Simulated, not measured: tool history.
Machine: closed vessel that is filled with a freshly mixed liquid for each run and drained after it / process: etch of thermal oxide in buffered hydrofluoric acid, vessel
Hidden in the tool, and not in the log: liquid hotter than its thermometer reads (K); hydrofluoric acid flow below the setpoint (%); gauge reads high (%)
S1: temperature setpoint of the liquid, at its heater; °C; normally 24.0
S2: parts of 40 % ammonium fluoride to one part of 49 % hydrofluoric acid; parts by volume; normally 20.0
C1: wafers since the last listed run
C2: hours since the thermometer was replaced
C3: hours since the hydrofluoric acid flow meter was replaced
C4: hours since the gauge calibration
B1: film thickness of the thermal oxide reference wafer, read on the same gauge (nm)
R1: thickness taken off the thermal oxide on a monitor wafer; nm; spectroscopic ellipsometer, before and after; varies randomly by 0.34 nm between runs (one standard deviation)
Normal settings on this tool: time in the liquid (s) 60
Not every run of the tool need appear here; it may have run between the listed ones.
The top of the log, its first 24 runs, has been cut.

Run 25, day 47.912: usual settings but S2 17.0 parts by volume; C1 6786; C2 716.5; C3 133.5; C4 559.2; B1 39.99. Result: R1 42.18 nm.
Run 26, day 49.979: usual settings but S1 20.5 °C, S2 13.0 parts by volume; C1 5227; C2 766.1; C3 183.1; C4 608.8; B1 39.95. Result: R1 44.82 nm.
Run 27, day 52.533: usual settings but S2 13.5 parts by volume, time in the liquid (s) 30; C1 6460; C2 827.4; C3 244.4; C4 670.1; B1 39.99. Result: R1 26.19 nm.
Run 28, day 54.633: usual settings; C1 5311; C2 877.8; C3 294.8; C4 720.5; B1 40.02. Result: R1 35.89 nm.
Run 29, day 56.258: usual settings but S1 22.0 °C, S2 22.0 parts by volume, time in the liquid (s) 90; C1 4110; C2 916.8; C3 333.8; C4 759.5; B1 39.98. Result: R1 44.81 nm.
Run 30, day 58.317: usual settings; C1 5206; C2 966.2; C3 383.2; C4 808.9; B1 39.99. Result: R1 35.81 nm.
Run 31, day 59.729: usual settings but S1 21.5 °C, S2 26.0 parts by volume; C1 3572; C2 1000.1; C3 417.1; C4 842.8; B1 40.02. Result: R1 26.22 nm.
Run 32, day 61.692: usual settings but S2 15.5 parts by volume; C1 4963; C2 1047.2; C3 464.2; C4 889.9; B1 39.98. Result: R1 45.77 nm.
Run 33, day 63.942: usual settings but S1 26.0 °C, time in the liquid (s) 80; C1 5690; C2 1101.2; C3 518.2; C4 943.9; B1 40.04. Result: R1 53.96 nm.

Predict each of these 4 candidate next runs independently; none follows another, all start after run 33:
Run A, day 63.971: usual settings but S2 24.5 parts by volume; C1 73; C2 1101.9; C3 518.9; C4 944.6; B1 ?. Result: R1 ?.
Run B, day 63.971: usual settings but S2 27.0 parts by volume, time in the liquid (s) 50; C1 73; C2 1101.9; C3 518.9; C4 944.6; B1 ?. Result: R1 ?.
Run C, day 63.971: usual settings but S1 22.0 °C, S2 15.0 parts by volume, time in the liquid (s) 35; C1 73; C2 1101.9; C3 518.9; C4 944.6; B1 ?. Result: R1 ?.
Run D, day 63.971: usual settings but time in the liquid (s) 40; C1 73; C2 1101.9; C3 518.9; C4 944.6; B1 ?. Result: R1 ?.

run     B1     R1
  A  39.94  31.65
  B  39.94  24.67
  C  39.94  25.26
  D  39.94  24.26
Take away the tool's hidden state, keep each run's random variation, and the runs would have read:
run     R1
  A  30.85
  B  24.04
  C  24.61
  D  23.65

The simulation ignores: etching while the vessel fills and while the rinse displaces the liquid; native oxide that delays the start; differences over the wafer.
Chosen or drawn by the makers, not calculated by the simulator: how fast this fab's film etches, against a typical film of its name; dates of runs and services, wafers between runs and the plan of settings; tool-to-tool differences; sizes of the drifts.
